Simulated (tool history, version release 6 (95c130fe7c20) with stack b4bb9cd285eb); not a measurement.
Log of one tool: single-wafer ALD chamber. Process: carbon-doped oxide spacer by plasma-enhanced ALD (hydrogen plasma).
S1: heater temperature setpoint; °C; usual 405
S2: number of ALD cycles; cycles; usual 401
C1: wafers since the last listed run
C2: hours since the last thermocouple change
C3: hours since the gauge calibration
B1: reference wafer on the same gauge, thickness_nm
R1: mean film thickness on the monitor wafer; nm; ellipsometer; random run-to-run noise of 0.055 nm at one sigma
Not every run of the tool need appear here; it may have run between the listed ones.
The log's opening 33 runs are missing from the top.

{"run": 34, "hour": 1698.1, "S1": 405, "S2": 401, "C1": 34, "C2": 394.6, "C3": 877.6, "B1": 17.901, "R1": 22.059}
{"run": 35, "hour": 1766.9, "S1": 419, "S2": 430, "C1": 45, "C2": 463.4, "C3": 946.4, "B1": 17.916, "R1": 22.522}
{"run": 36, "hour": 1807.3, "S1": 420, "S2": 378, "C1": 26, "C2": 503.8, "C3": 986.8, "B1": 17.91, "R1": 19.73}
{"run": 37, "hour": 1836.8, "S1": 397, "S2": 361, "C1": 19, "C2": 533.3, "C3": 1016.3, "B1": 17.906, "R1": 20.279}
{"run": 38, "hour": 1874.6, "S1": 409, "S2": 454, "C1": 25, "C2": 571.1, "C3": 1054.1, "B1": 17.889, "R1": 24.58}
{"run": 39, "hour": 1915.3, "S1": 397, "S2": 440, "C1": 27, "C2": 611.8, "C3": 1094.8, "B1": 17.889, "R1": 24.624}
{"run": 40, "hour": 1970.1, "S1": 419, "S2": 401, "C1": 36, "C2": 666.6, "C3": 1149.6, "B1": 17.918, "R1": 20.975}
{"run": 41, "hour": 2031.9, "S1": 413, "S2": 461, "C1": 41, "C2": 728.4, "C3": 1211.4, "B1": 17.91, "R1": 24.626}
{"run": 42, "hour": 2095.2, "S1": 395, "S2": 401, "C1": 42, "C2": 791.7, "C3": 1274.7, "B1": 17.899, "R1": 22.431}

Forecast each of these 5 alternatives for the next run:
{"run": "A", "hour": 2096.2, "S1": 405, "S2": 333, "C1": 0, "C2": 792.7, "C3": 1275.7, "B1": "?", "R1": "?"}
{"run": "B", "hour": 2096.2, "S1": 400, "S2": 451, "C1": 0, "C2": 792.7, "C3": 1275.7, "B1": "?", "R1": "?"}
{"run": "C", "hour": 2096.2, "S1": 399, "S2": 401, "C1": 0, "C2": 792.7, "C3": 1275.7, "B1": "?", "R1": "?"}
{"run": "D", "hour": 2096.2, "S1": 405, "S2": 473, "C1": 0, "C2": 792.7, "C3": 1275.7, "B1": "?", "R1": "?"}
{"run": "E", "hour": 2096.2, "S1": 405, "S2": 350, "C1": 0, "C2": 792.7, "C3": 1275.7, "B1": "?", "R1": "?"}

run=A B1=17.896 R1=18.311
run=B B1=17.896 R1=25.230
run=C B1=17.896 R1=22.433
run=D B1=17.896 R1=26.010
run=E B1=17.896 R1=19.246
Stripped of hidden state, with their random variation kept, the same runs would have yielded:
run=A R1=18.349
run=B R1=25.230
run=C R1=22.433
run=D R1=26.064
run=E R1=19.286
